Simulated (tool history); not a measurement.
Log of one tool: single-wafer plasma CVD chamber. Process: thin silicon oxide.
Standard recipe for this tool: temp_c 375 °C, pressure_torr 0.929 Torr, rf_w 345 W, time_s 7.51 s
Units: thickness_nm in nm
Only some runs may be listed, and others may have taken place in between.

run    hour  temp_c  pressure_torr  rf_w  time_s  read-back reference wafer on the same gauge, thickness_nm  thickness_nm
  1       0     375          0.929   345    7.51                                                     14.904        17.659
  2   104.5     375          0.758   345    7.51                                                       14.9        14.229
  3     427     375          0.758   345    7.51                                                     14.897        14.258
  4   500.7     375          0.758   345    7.51                                                     14.919        14.292
  5   576.2     364          0.929   300    7.51                                                     14.894        17.128
  6   632.4     375          0.754   345    6.53                                                     14.892        12.377
  7   685.9     375          0.754   345    6.53                                                     14.907          12.3
  8   777.5     366          0.929   345    7.51                                                     14.897        17.769
  9     857     365          0.929   345    6.94                                                     14.908        16.449
 10   938.3     375          1.035   375    7.51                                                     14.908          19.9
 11  1041.1     375          0.929   295    7.51                                                     14.894        16.851
 12  1122.1     375          0.754   345    6.53                                                     14.915        12.335
 13  1173.5     375          0.929   410    7.51                                                     14.895        18.489
 14  1217.9     363          0.929   345    7.51                                                     14.881        17.608

Between the runs listed above, the log contained 6 entries, not reproduced here. Where in the sequence does each belong, and how does what the log doesn't record of the tool's condition differ from the listed run before to the listed run after?
Between runs 2 and 3: gauge calibrated (hour 162.7)
  the hidden state is the same at both runs
Between runs 6 and 7: showerhead replaced (hour 653.4)
  the hidden state is the same at both runs
Between runs 7 and 8: thermocouple changed; heater temperature recalibrated (hour 739.7)
  the hidden state is the same at both runs
Between runs 9 and 10: capacitance manometer re-zeroed and calibrated (hour 907.4); RF generator calibrated (hour 910.4)
  the hidden state is the same at both runs
Between runs 10 and 11: gauge calibrated (hour 971.6)
  the hidden state is the same at both runs

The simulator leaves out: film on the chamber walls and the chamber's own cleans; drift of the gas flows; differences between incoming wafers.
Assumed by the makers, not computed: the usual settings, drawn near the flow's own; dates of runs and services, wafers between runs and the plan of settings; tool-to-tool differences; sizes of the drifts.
